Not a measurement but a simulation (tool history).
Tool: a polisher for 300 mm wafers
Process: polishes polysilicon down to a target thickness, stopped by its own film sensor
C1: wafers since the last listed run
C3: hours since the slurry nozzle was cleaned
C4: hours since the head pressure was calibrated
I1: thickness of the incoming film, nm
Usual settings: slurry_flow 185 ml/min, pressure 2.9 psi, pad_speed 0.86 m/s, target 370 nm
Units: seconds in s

run 1 hour=0.0 | slurry_flow=185 pressure=3.4 pad_speed=0.74 target=370 | C1=0 wafers_polished_on_this_pad=2846 C3=85.8 C4=134.5 | I1=1002.4 | seconds=83.6
run 2 hour=44.9 | slurry_flow=185 pressure=3.4 pad_speed=0.74 target=370 | C1=545 wafers_polished_on_this_pad=3392 C3=130.7 C4=179.4 | I1=1013.6 | seconds=83.6
run 3 hour=89.9 | slurry_flow=185 pressure=2.5 pad_speed=0.86 target=370 | C1=546 wafers_polished_on_this_pad=3938 C3=175.7 C4=224.4 | I1=1040.7 | seconds=96.1
run 4 hour=135.2 | slurry_flow=185 pressure=2.9 pad_speed=0.86 target=370 | C1=550 wafers_polished_on_this_pad=4489 C3=221.0 C4=269.7 | I1=1029.8 | seconds=85.1
run 5 hour=207.9 | slurry_flow=185 pressure=2.9 pad_speed=0.86 target=370 | C1=883 wafers_polished_on_this_pad=5372 C3=293.7 C4=342.4 | I1=1008.4 | seconds=85.5
run 6 hour=294.6 | slurry_flow=185 pressure=2.9 pad_speed=0.86 target=370 | C1=1053 wafers_polished_on_this_pad=6426 C3=380.4 C4=429.1 | I1=1020.9 | seconds=88.8
run 7 hour=375.4 | slurry_flow=185 pressure=2.9 pad_speed=0.86 target=370 | C1=981 wafers_polished_on_this_pad=7408 C3=461.2 C4=509.9 | I1=1016.0 | seconds=91.0
-- hour=513.5 head pressure recalibrated
run 8 hour=562.7 | slurry_flow=185 pressure=2.9 pad_speed=0.86 target=370 | C1=2251 wafers_polished_on_this_pad=9660 C3=648.5 C4=49.2 | I1=998.9 | seconds=87.8
-- hour=572.1 worn pad replaced by a new one
run 9 hour=644.5 | slurry_flow=185 pressure=2.9 pad_speed=0.86 target=370 | C1=945 wafers_polished_on_this_pad=880 C3=730.3 C4=131.0 | I1=1031.8 | seconds=85.9
-- hour=653.7 slurry nozzle cleaned
run 10 hour=707.1 | slurry_flow=185 pressure=2.9 pad_speed=0.86 target=370 | C1=748 wafers_polished_on_this_pad=1628 C3=53.4 C4=193.6 | I1=1032.5 | seconds=81.0
run 11 hour=746.3 | slurry_flow=185 pressure=2.9 pad_speed=0.86 target=370 | C1=476 wafers_polished_on_this_pad=2105 C3=92.6 C4=232.8 | I1=1005.3 | seconds=79.5
run 12 hour=853.3 | slurry_flow=185 pressure=3.5 pad_speed=0.96 target=370 | C1=1300 wafers_polished_on_this_pad=3405 C3=199.6 C4=339.8 | I1=1022.2 | seconds=68.5
run 13 hour=953.5 | slurry_flow=185 pressure=3.5 pad_speed=0.96 target=370 | C1=1217 wafers_polished_on_this_pad=4623 C3=299.8 C4=440.0 | I1=1011.8 | seconds=69.7
run 14 hour=1019.4 | slurry_flow=185 pressure=2.9 pad_speed=0.86 target=370 | C1=800 wafers_polished_on_this_pad=5423 C3=365.7 C4=505.9 | I1=1033.1 | seconds=90.3
run 15 hour=1099.9 | slurry_flow=185 pressure=2.9 pad_speed=0.86 target=370 | C1=978 wafers_polished_on_this_pad=6402 C3=446.2 C4=586.4 | I1=1030.7 | seconds=92.4
run 16 hour=1196.1 | slurry_flow=120 pressure=3.6 pad_speed=0.86 target=370 | C1=1169 wafers_polished_on_this_pad=7571 C3=542.4 C4=682.6 | I1=1021.6 | seconds=90.7
-- hour=1220.3 worn pad replaced by a new one
run 17 hour=1250.1 | slurry_flow=245 pressure=3.4 pad_speed=0.86 target=169 | C1=607 wafers_polished_on_this_pad=362 C3=596.4 C4=736.6 | I1=1006.0 | seconds=88.6
run 18 hour=1315.9 | slurry_flow=140 pressure=2.9 pad_speed=0.86 target=370 | C1=799 wafers_polished_on_this_pad=1161 C3=662.2 C4=802.4 | I1=1021.1 | seconds=91.7
-- hour=1346.4 head pressure recalibrated
run 19 hour=1365.1 | slurry_flow=185 pressure=2.0 pad_speed=0.70 target=437 | C1=573 wafers_polished_on_this_pad=1735 C3=711.4 C4=18.7 | I1=1033.4 | seconds=123.0
-- hour=1394.6 slurry nozzle cleaned
run 20 hour=1410.7 | slurry_flow=225 pressure=3.7 pad_speed=0.86 target=370 | C1=541 wafers_polished_on_this_pad=2277 C3=16.1 C4=64.3 | I1=1015.3 | seconds=64.3
run 21 hour=1494.9 | slurry_flow=125 pressure=2.0 pad_speed=1.14 target=439 | C1=1023 wafers_polished_on_this_pad=3300 C3=100.3 C4=148.5 | I1=1010.9 | seconds=77.1
run 22 hour=1592.7 | slurry_flow=230 pressure=2.9 pad_speed=0.86 target=370 | C1=1188 wafers_polished_on_this_pad=4488 C3=198.1 C4=246.3 | I1=1011.4 | seconds=82.8
run 23 hour=1663.2 | slurry_flow=140 pressure=3.2 pad_speed=0.94 target=483 | C1=856 wafers_polished_on_this_pad=5345 C3=268.6 C4=316.8 | I1=1013.4 | seconds=65.9
run 24 hour=1722.0 | slurry_flow=185 pressure=2.9 pad_speed=0.94 target=370 | C1=714 wafers_polished_on_this_pad=6060 C3=327.4 C4=375.6 | I1=1024.9 | seconds=81.3
run 25 hour=1788.2 | slurry_flow=185 pressure=2.9 pad_speed=0.86 target=370 | C1=804 wafers_polished_on_this_pad=6864 C3=393.6 C4=441.8 | I1=1031.7 | seconds=93.3
run 26 hour=1828.8 | slurry_flow=185 pressure=2.9 pad_speed=0.86 target=459 | C1=493 wafers_polished_on_this_pad=7358 C3=434.2 C4=482.4 | I1=1021.5 | seconds=77.2
run 27 hour=1902.3 | slurry_flow=185 pressure=2.9 pad_speed=0.98 target=370 | C1=893 wafers_polished_on_this_pad=8251 C3=507.7 C4=555.9 | I1=1014.9 | seconds=78.9
-- hour=1909.3 worn pad replaced by a new one
run 28 hour=1988.0 | slurry_flow=185 pressure=2.9 pad_speed=0.86 target=370 | C1=992 wafers_polished_on_this_pad=956 C3=593.4 C4=641.6 | I1=1017.8 | seconds=83.1
-- hour=2023.9 slurry nozzle cleaned
run 29 hour=2025.1 | slurry_flow=185 pressure=2.9 pad_speed=0.86 target=370 | C1=438 wafers_polished_on_this_pad=1395 C3=1.2 C4=678.7 | I1=1015.5 | seconds=77.5
run 30 hour=2103.6 | slurry_flow=185 pressure=2.9 pad_speed=1.02 target=370 | C1=953 wafers_polished_on_this_pad=2349 C3=79.7 C4=757.2 | I1=1008.6 | seconds=65.3
-- hour=2119.6 head pressure recalibrated
run 31 hour=2181.3 | slurry_flow=185 pressure=2.9 pad_speed=1.00 target=463 | C1=919 wafers_polished_on_this_pad=3269 C3=157.4 C4=61.7 | I1=999.7 | seconds=60.1
run 32 hour=2252.9 | slurry_flow=185 pressure=2.6 pad_speed=0.64 target=236 | C1=870 wafers_polished_on_this_pad=4139 C3=229.0 C4=133.3 | I1=1022.5 | seconds=144.8
run 33 hour=2502.7 | slurry_flow=220 pressure=3.5 pad_speed=1.06 target=186 | C1=3035 wafers_polished_on_this_pad=7175 C3=478.8 C4=383.1 | I1=1027.5 | seconds=78.0
run 34 hour=2607.8 | slurry_flow=230 pressure=2.9 pad_speed=0.86 target=370 | C1=1277 wafers_polished_on_this_pad=8452 C3=583.9 C4=488.2 | I1=1016.6 | seconds=86.2
run 35 hour=2690.6 | slurry_flow=185 pressure=2.9 pad_speed=0.76 target=269 | C1=1006 wafers_polished_on_this_pad=9458 C3=666.7 C4=571.0 | I1=1018.9 | seconds=118.9
-- hour=2709.9 worn pad replaced by a new one
-- hour=2751.5 head pressure recalibrated
-- hour=2820.4 slurry nozzle cleaned
run 36 hour=2959.9 | slurry_flow=205 pressure=2.2 pad_speed=0.70 target=370 | C1=3187 wafers_polished_on_this_pad=3001 C3=139.5 C4=208.4 | I1=1002.0 | seconds=116.7

Forecast each of these 4 alternatives for the next run:
run A hour=2960.3 | slurry_flow=185 pressure=2.9 pad_speed=0.86 target=370 | C1=4 wafers_polished_on_this_pad=3006 C3=139.9 C4=208.8 | I1=1006.7 | seconds=?
run B hour=2960.3 | slurry_flow=185 pressure=2.4 pad_speed=0.86 target=370 | C1=4 wafers_polished_on_this_pad=3006 C3=139.9 C4=208.8 | I1=1006.7 | seconds=?
run C hour=2960.3 | slurry_flow=235 pressure=2.9 pad_speed=0.86 target=296 | C1=4 wafers_polished_on_this_pad=3006 C3=139.9 C4=208.8 | I1=1006.7 | seconds=?
run D hour=2960.3 | slurry_flow=130 pressure=2.0 pad_speed=0.86 target=370 | C1=4 wafers_polished_on_this_pad=3006 C3=139.9 C4=208.8 | I1=1006.7 | seconds=?

run=A seconds=82.4
run=B seconds=93.7
run=C seconds=88.5
run=D seconds=114.0
Without the tool's hidden state the same runs would have given:
run=A seconds=72.4
run=B seconds=82.4
run=C seconds=78.3
run=D seconds=99.1
